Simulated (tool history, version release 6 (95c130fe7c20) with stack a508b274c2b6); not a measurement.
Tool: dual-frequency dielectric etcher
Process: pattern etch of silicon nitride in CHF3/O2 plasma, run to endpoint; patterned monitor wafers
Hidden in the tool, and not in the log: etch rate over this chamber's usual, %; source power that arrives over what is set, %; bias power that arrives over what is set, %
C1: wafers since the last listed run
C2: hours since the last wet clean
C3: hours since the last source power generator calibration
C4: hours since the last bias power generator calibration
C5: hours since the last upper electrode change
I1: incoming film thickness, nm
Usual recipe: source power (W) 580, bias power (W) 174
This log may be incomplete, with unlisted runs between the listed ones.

Run 1, hour 0.0: usual settings; C1 0; C2 233.2; C3 3349.3; C4 3044.3; C5 3665.4; I1 72.3. Result: endpoint time (s) 49.4.
Run 2, hour 34.3: usual settings but source power (W) 650; C1 330; C2 267.5; C3 3383.6; C4 3078.6; C5 3699.7; I1 72.6. Result: endpoint time (s) 47.3.
Run 3, hour 56.7: usual settings; C1 215; C2 289.9; C3 3406.0; C4 3101.0; C5 3722.1; I1 72.8. Result: endpoint time (s) 49.6.
Run 4, hour 86.9: usual settings; C1 290; C2 320.1; C3 3436.2; C4 3131.2; C5 3752.3; I1 72.7. Result: endpoint time (s) 49.5.
Run 5, hour 113.4: usual settings; C1 255; C2 346.6; C3 3462.7; C4 3157.7; C5 3778.8; I1 72.5. Result: endpoint time (s) 49.0.
Run 6, hour 126.7: usual settings; C1 128; C2 359.9; C3 3476.0; C4 3171.0; C5 3792.1; I1 72.6. Result: endpoint time (s) 49.3.
Run 7, hour 158.0: usual settings; C1 301; C2 391.2; C3 3507.3; C4 3202.3; C5 3823.4; I1 72.2. Result: endpoint time (s) 48.9.
Run 8, hour 182.1: usual settings; C1 232; C2 415.3; C3 3531.4; C4 3226.4; C5 3847.5; I1 72.0. Result: endpoint time (s) 48.8.
Run 9, hour 198.4: usual settings; C1 156; C2 431.6; C3 3547.7; C4 3242.7; C5 3863.8; I1 71.4. Result: endpoint time (s) 48.4.
Run 10, hour 221.7: usual settings; C1 224; C2 454.9; C3 3571.0; C4 3266.0; C5 3887.1; I1 72.4. Result: endpoint time (s) 48.9.
Run 11, hour 247.9: usual settings; C1 252; C2 481.1; C3 3597.2; C4 3292.2; C5 3913.3; I1 73.2. Result: endpoint time (s) 49.1.
Run 12, hour 264.6: usual settings; C1 160; C2 497.8; C3 3613.9; C4 3308.9; C5 3930.0; I1 73.0. Result: endpoint time (s) 49.1.
Run 13, hour 295.4: usual settings; C1 296; C2 528.6; C3 3644.7; C4 3339.7; C5 3960.8; I1 72.6. Result: endpoint time (s) 49.1.
Run 14, hour 312.3: usual settings but source power (W) 690, bias power (W) 187; C1 162; C2 545.5; C3 3661.6; C4 3356.6; C5 3977.7; I1 72.5. Result: endpoint time (s) 44.2.
Run 15, hour 331.8: usual settings but source power (W) 520, bias power (W) 202; C1 187; C2 565.0; C3 3681.1; C4 3376.1; C5 3997.2; I1 71.7. Result: endpoint time (s) 46.9.
Run 16, hour 353.4: usual settings but source power (W) 630; C1 208; C2 586.6; C3 3702.7; C4 3397.7; C5 4018.8; I1 72.3. Result: endpoint time (s) 47.2.
At hour 381.5: wet clean of the chamber.
At hour 383.4: source power generator calibrated.
Run 17, hour 384.5: usual settings but bias power (W) 131; C1 50; C2 3.0; C3 1.1; C4 3428.8; C5 4049.9; I1 72.4. Result: endpoint time (s) 57.7.
At hour 409.2: bias power generator calibrated.
At hour 439.9: upper electrode replaced.
Run 18, hour 440.4: usual settings but source power (W) 650, bias power (W) 140; C1 268; C2 58.9; C3 57.0; C4 31.2; C5 0.5; I1 72.1. Result: endpoint time (s) 52.8.
Run 19, hour 441.8: usual settings but bias power (W) 131; C1 13; C2 60.3; C3 58.4; C4 32.6; C5 1.9; I1 72.4. Result: endpoint time (s) 57.5.
Run 20, hour 459.0: usual settings but source power (W) 710, bias power (W) 157; C1 165; C2 77.5; C3 75.6; C4 49.8; C5 19.1; I1 72.6. Result: endpoint time (s) 48.9.
Run 21, hour 475.5: usual settings; C1 158; C2 94.0; C3 92.1; C4 66.3; C5 35.6; I1 72.5. Result: endpoint time (s) 50.1.
Run 22, hour 499.9: usual settings but bias power (W) 131; C1 234; C2 118.4; C3 116.5; C4 90.7; C5 60.0; I1 72.3. Result: endpoint time (s) 57.2.
Run 23, hour 531.6: usual settings; C1 305; C2 150.1; C3 148.2; C4 122.4; C5 91.7; I1 71.7. Result: endpoint time (s) 49.6.
Run 24, hour 546.0: usual settings but source power (W) 710, bias power (W) 143; C1 138; C2 164.5; C3 162.6; C4 136.8; C5 106.1; I1 73.3. Result: endpoint time (s) 51.0.
Run 25, hour 566.7: usual settings but source power (W) 620, bias power (W) 152; C1 199; C2 185.2; C3 183.3; C4 157.5; C5 126.8; I1 72.5. Result: endpoint time (s) 51.7.

Consider 4 possible next runs. They are alternatives, not a sequence: every one starts from the tool as it was left by run 25. What does each give?
Run A, hour 567.1: usual settings but bias power (W) 156; C1 3; C2 185.6; C3 183.7; C4 157.9; C5 127.2; I1 71.5. Result: endpoint time (s) ?.
Run B, hour 567.1: usual settings but source power (W) 700, bias power (W) 206; C1 3; C2 185.6; C3 183.7; C4 157.9; C5 127.2; I1 71.5. Result: endpoint time (s) ?.
Run C, hour 567.1: usual settings but source power (W) 660; C1 3; C2 185.6; C3 183.7; C4 157.9; C5 127.2; I1 71.5. Result: endpoint time (s) ?.
Run D, hour 567.1: usual settings but source power (W) 620; C1 3; C2 185.6; C3 183.7; C4 157.9; C5 127.2; I1 71.5. Result: endpoint time (s) ?.

run  endpoint time (s)
  A               51.5
  B               42.1
  C               46.5
  D               47.7
Without the tool's unlogged condition, the same runs would have read:
run  endpoint time (s)
  A               51.9
  B               42.5
  C               46.9
  D               48.1

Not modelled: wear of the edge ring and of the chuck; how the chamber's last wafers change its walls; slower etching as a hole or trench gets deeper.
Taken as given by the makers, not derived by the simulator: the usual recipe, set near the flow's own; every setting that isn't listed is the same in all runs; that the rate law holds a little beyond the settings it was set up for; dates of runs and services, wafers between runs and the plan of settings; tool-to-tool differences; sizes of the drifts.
